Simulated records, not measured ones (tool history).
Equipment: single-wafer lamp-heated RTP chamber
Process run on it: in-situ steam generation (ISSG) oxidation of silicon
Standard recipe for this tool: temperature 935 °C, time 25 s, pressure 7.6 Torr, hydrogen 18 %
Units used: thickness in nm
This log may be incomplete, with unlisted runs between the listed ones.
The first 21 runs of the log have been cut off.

run,hour,temperature,time,pressure,hydrogen,"read-back reference wafer on the same gauge, thickness",thickness
22,1026.2,935,25,7.6,18,4.942,4.844
23,1074.5,935,30,7.6,18,4.942,5.242
# hour 1095.2: pyrometer window cleaned and pyrometer calibrated
24,1113.7,935,25,7.6,18,4.937,4.714
25,1180.2,935,34,9.0,18,4.944,5.438
26,1212.4,935,25,7.6,18,4.938,4.746
27,1264.8,935,16,7.6,18,4.942,3.996
28,1320.7,925,34,7.0,23,4.937,5.574
29,1379.6,918,16,6.9,13,4.945,3.555
30,1442.2,935,25,8.7,15,4.939,4.644
# hour 1523.7: pyrometer window cleaned and pyrometer calibrated
31,1575.0,944,18,8.5,18,4.941,4.265

Alternative continuations, all from the tool just after run 31; predict every row:
A,1575.4,935,25,7.6,18,?,?
B,1575.4,949,22,6.9,18,?,?
C,1575.4,935,25,7.6,11,?,?
D,1575.4,923,20,8.6,11,?,?

run,"read-back reference wafer on the same gauge, thickness",thickness
A,4.942,4.710
B,4.942,4.631
C,4.942,4.253
D,4.942,3.755
Without the tool's hidden state the same runs would have given:
run,thickness
A,4.691
B,4.611
C,4.236
D,3.742

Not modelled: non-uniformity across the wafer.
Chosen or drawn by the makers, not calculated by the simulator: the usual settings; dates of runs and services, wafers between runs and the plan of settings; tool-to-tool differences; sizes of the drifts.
